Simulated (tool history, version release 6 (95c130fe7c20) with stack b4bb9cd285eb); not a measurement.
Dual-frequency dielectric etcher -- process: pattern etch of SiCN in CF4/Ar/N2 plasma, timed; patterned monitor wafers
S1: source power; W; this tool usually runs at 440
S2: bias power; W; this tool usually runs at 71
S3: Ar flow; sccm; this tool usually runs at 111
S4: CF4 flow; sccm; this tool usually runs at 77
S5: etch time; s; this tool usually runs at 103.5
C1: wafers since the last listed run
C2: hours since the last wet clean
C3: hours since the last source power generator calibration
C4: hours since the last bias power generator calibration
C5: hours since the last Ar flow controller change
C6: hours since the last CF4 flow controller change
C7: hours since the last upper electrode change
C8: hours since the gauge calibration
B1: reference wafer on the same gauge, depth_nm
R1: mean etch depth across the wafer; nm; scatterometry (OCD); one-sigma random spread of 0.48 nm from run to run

run   hour   S1  S2   S3  S4     S5   C1     C2      C3     C4      C5      C6      C7     C8    B1    R1
  1    0.0  440  71  128  77  103.5    0   81.6  1439.7   27.7  4220.0  2893.4  3522.1   51.8  69.2  80.3
      33.6  -- Ar flow controller replaced
  2   61.3  440  71  128  77  103.5  565  142.9  1501.0   89.0    27.7  2954.7  3583.4  113.1  69.2  79.6
      89.8  -- source power generator calibrated
  3  119.3  410  71  111  77   93.5  551  200.9    29.5  147.0    85.7  3012.7  3641.4  171.1  69.2  65.3
  4  163.8  410  71  111  77   93.5  454  245.4    74.0  191.5   130.2  3057.2  3685.9  215.6  69.3  65.4
  5  212.7  440  71  111  77  103.5  499  294.3   122.9  240.4   179.1  3106.1  3734.8  264.5  69.1  77.6
  6  255.9  550  71  111  68  103.5  441  337.5   166.1  283.6   222.3  3149.3  3778.0  307.7  69.2  95.6
  7  282.1  520  82  111  77   73.0  267  363.7   192.3  309.8   248.5  3175.5  3804.2  333.9  69.0  66.6
  8  328.9  440  71  111  77  103.5  478  410.5   239.1  356.6   295.3  3222.3  3851.0  380.7  69.0  76.7
     364.2  -- wet clean of the chamber
  9  364.7  400  71  130  84  103.5  120    0.5   274.9  392.4   331.1  3258.1  3886.8  416.5  69.1  72.4
 10  416.1  380  71  111  71  103.5  525   51.9   326.3  443.8   382.5  3309.5  3938.2  467.9  69.1  69.2
 11  484.8  440  66  137  62  103.5  702  120.6   395.0  512.5   451.2  3378.2  4006.9  536.6  69.0  74.9

For run 12, what comes out?
 12  510.4  350  71  111  96  103.5  261  146.2  420.6  538.1  476.8  3403.8  4032.5  562.2   ?   ?

B1: 69.3
R1: 64.6 nm
If the tool had no hidden condition, the same run with the same run-to-run variation would have returned R1 63.6 nm.

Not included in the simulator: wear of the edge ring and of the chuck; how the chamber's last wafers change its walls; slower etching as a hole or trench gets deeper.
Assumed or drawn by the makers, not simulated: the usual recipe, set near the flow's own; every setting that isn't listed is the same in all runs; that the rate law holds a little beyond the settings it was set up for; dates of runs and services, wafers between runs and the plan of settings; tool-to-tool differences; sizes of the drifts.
